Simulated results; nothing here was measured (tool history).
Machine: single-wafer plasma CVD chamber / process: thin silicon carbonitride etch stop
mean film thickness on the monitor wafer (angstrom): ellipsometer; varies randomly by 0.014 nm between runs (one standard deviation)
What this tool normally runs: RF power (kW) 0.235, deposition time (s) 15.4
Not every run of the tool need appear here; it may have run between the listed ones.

run    hour  RF power (kW)  deposition time (s)  wafers since the last listed run  hours since the last thermocouple change  hours since the last RF generator calibration  hours since the showerhead was replaced  hours since the gauge calibration  read-back reference wafer on the same gauge, thickness_nm  mean film thickness on the monitor wafer (angstrom)
  1     0.0          0.235                 15.4                                 0                                     788.4                                         2185.2                                   6347.7                              679.0                                                      8.741                                                91.02
  2    39.0          0.235                 15.4                              1031                                     827.4                                         2224.2                                   6386.7                              718.0                                                      8.738                                                90.93
  3   108.4          0.235                 15.4                              1835                                     896.8                                         2293.6                                   6456.1                              787.4                                                      8.738                                                91.00
  4   153.6          0.235                 15.4                              1195                                     942.0                                         2338.8                                   6501.3                              832.6                                                      8.739                                                91.11
  5   195.2          0.235                 15.4                              1100                                     983.6                                         2380.4                                   6542.9                              874.2                                                      8.742                                                90.89
  6   262.0          0.235                 15.4                              1766                                    1050.4                                         2447.2                                   6609.7                              941.0                                                      8.741                                                91.14
  7   286.1          0.235                 15.4                               637                                    1074.5                                         2471.3                                   6633.8                              965.1                                                      8.742                                                90.92
  8   345.5          0.235                 15.4                              1570                                    1133.9                                         2530.7                                   6693.2                             1024.5                                                      8.739                                                91.12
  9   373.4          0.235                 15.4                               737                                    1161.8                                         2558.6                                   6721.1                             1052.4                                                      8.740                                                91.02
      394.3  -- RF generator calibrated
 10   430.5          0.235                 15.4                              1298                                    1218.9                                           36.2                                   6778.2                             1109.5                                                      8.740                                                92.27
 11   466.4          0.235                 15.4                               949                                    1254.8                                           72.1                                   6814.1                             1145.4                                                      8.738                                                92.27
 12   501.9          0.220                 16.8                               938                                    1290.3                                          107.6                                   6849.6                             1180.9                                                      8.740                                                99.67
      546.7  -- showerhead replaced
 13   551.7          0.220                 16.8                              1105                                    1340.1                                          157.4                                      5.0                             1230.7                                                      8.741                                                99.29
 14   607.8          0.195                 15.4                              1483                                    1396.2                                          213.5                                     61.1                             1286.8                                                      8.738                                                89.16
 15   652.5          0.265                 14.1                              1182                                    1440.9                                          258.2                                    105.8                             1331.5                                                      8.739                                                86.20
 16   698.0          0.235                 15.4                              1203                                    1486.4                                          303.7                                    151.3                             1377.0                                                      8.743                                                91.94
      716.5  -- gauge calibrated
 17   741.6          0.235                 15.4                              1153                                    1530.0                                          347.3                                    194.9                               25.1                                                      8.740                                                91.67
 18   810.7          0.275                 14.2                              1827                                    1599.1                                          416.4                                    264.0                               94.2                                                      8.743                                                87.17
 19   836.0          0.275                 13.6                               669                                    1624.4                                          441.7                                    289.3                              119.5                                                      8.741                                                83.34
 20   903.2          0.195                 13.6                              1777                                    1691.6                                          508.9                                    356.5                              186.7                                                      8.742                                                78.77
 21   929.0          0.205                 13.4                               682                                    1717.4                                          534.7                                    382.3                              212.5                                                      8.742                                                77.83
 22   998.5          0.280                 17.4                              1837                                    1786.9                                          604.2                                    451.8                              282.0                                                      8.741                                               106.73
     1013.3  -- thermocouple changed; heater temperature recalibrated
 23  1055.4          0.190                 16.9                              1293                                      42.1                                          661.1                                    508.7                              338.9                                                      8.744                                                97.03
 24  1120.0          0.190                 16.9                              1708                                     106.7                                          725.7                                    573.3                              403.5                                                      8.740                                                96.98
 25  1174.2          0.220                 15.4                              1433                                     160.9                                          779.9                                    627.5                              457.7                                                      8.741                                                90.58
 26  1199.0          0.265                 17.7                               655                                     185.7                                          804.7                                    652.3                              482.5                                                      8.740                                               107.30
 27  1283.9          0.235                 15.4                              2245                                     270.6                                          889.6                                    737.2                              567.4                                                      8.740                                                91.36

What the log doesn't show, run by run:
wafer temperature above the value expected at the setpoint (K): 0 on each run
gauge reads high (%): 0 on each run
H1: delivered RF power above the setpoint (%)
run      H1
  1   -8.19
  2   -8.22
  3   -8.26
  4   -8.28
  5   -8.31
  6   -8.34
  7   -8.35
  8   -8.38
  9   -8.39
 10  -0.642
 11      -1
 12   -1.34
 13   -1.79
 14   -2.27
 15   -2.62
 16   -2.96
 17   -3.27
 18   -3.73
 19   -3.89
 20   -4.28
 21   -4.42
 22   -4.78
 23   -5.06
 24   -5.34
 25   -5.57
 26   -5.66
 27   -5.97

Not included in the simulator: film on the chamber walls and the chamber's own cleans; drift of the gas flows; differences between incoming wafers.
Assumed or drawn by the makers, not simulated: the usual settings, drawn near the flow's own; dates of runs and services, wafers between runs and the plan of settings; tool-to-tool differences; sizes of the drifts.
